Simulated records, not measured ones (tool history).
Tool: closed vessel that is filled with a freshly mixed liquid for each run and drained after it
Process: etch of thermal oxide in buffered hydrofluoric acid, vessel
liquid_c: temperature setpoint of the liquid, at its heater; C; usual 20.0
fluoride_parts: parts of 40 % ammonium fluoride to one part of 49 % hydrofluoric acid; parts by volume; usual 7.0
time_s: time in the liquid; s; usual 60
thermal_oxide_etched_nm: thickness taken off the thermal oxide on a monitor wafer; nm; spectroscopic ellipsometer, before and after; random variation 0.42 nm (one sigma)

run   hour  liquid_c  fluoride_parts  time_s  read-back film thickness of the thermal oxide reference wafer, read on the same gauge (nm)  thermal_oxide_etched_nm
  1    0.0      20.0             7.0      70                                                                                      100.00                    80.13
  2   21.3      20.0             7.0      70                                                                                       99.95                    80.52
  3   35.5      20.0             7.0      70                                                                                      100.04                    79.64
  4   53.6      23.5             7.0      50                                                                                       99.98                    69.69
  5   83.2      23.5             7.0      50                                                                                      100.02                    69.35
  6  105.1      23.5             7.0      50                                                                                       99.99                    69.48
  7  121.7      20.0             7.0      50                                                                                      100.01                    57.02
     139.4  -- hydrofluoric acid flow meter replaced
  8  212.6      20.0             7.0      60                                                                                      100.01                    68.56
  9  248.0      20.0             7.0      60                                                                                       99.95                    68.41
 10  279.1      20.0             7.0      60                                                                                       99.99                    68.33
     282.2  -- gauge calibrated
 11  295.4      18.0             6.0      45                                                                                       99.99                    52.50
 12  329.4      22.5             6.0      50                                                                                      100.02                    74.42
 13  341.8      21.5             8.5      35                                                                                      100.00                    35.22
 14  361.6      18.5             7.0      60                                                                                      100.01                    62.36
     375.9  -- thermometer replaced
 15  388.3      23.0             5.0      90                                                                                      100.01                   169.39
 16  407.9      18.0             6.0      30                                                                                      100.01                    36.63
 17  425.6      17.5             9.5      95                                                                                       99.99                    73.15
 18  451.1      20.0             7.0      60                                                                                      100.01                    72.26
 19  465.0      18.0            10.0      50                                                                                      100.00                    38.69
 20  499.1      17.5             7.0      60                                                                                      100.03                    63.06
 21  524.6      23.5             5.0      60                                                                                       99.96                   116.03
 22  567.5      20.0             7.0      30                                                                                      100.05                    36.26
 23  593.5      24.0             5.0      60                                                                                      100.02                   119.81
 24  622.4      20.0             7.0      60                                                                                       99.93                    72.27
 25  644.9      20.0             5.5      60                                                                                       99.99                    88.80
 26  674.9      20.0            10.0      60                                                                                       99.99                    51.75
 27  702.6      20.0             7.0      60                                                                                      100.02                    71.87
 28  737.2      20.0             8.0      70                                                                                       99.99                    72.73
 29  750.9      20.0             7.0      60                                                                                      100.04                    71.98
 30  764.2      17.0             7.0      60                                                                                       99.98                    61.04
 31  793.9      23.0             9.0      75                                                                                       99.99                    80.50
 32  807.4      20.0             7.0      85                                                                                      100.04                   102.14
 33  822.2      24.5            10.0      35                                                                                       99.99                    38.50
 34  841.9      17.0             7.0      95                                                                                       99.97                    96.48

Measured less the same run without the tool's hidden state. The same run-to-run variation is in both; the gauge's scatter may not be:
The hidden state here: liquid colder than its thermometer reads (K); hydrofluoric acid flow above the setpoint (%); gauge reads high (%).
run  thermal_oxide_etched_nm
  1                    -4.63
  2                    -4.69
  3                    -4.64
  4                    -4.01
  5                    -4.03
  6                    -4.08
  7                    -3.46
  8                    -4.32
  9                    -4.39
 10                    -4.43
 11                    -3.49
 12                    -4.83
 13                    -2.33
 14                    -4.24
 15                    -0.46
 16                    -0.12
 17                    -0.25
 18                    -0.32
 19                    -0.17
 20                    -0.36
 21                    -0.70
 22                    -0.26
 23                    -0.91
 24                    -0.61
 25                    -0.79
 26                    -0.49
 27                    -0.77
 28                    -0.82
 29                    -0.85
 30                    -0.74
 31                    -1.02
 32                    -1.32
 33                    -0.51
 34                    -1.39

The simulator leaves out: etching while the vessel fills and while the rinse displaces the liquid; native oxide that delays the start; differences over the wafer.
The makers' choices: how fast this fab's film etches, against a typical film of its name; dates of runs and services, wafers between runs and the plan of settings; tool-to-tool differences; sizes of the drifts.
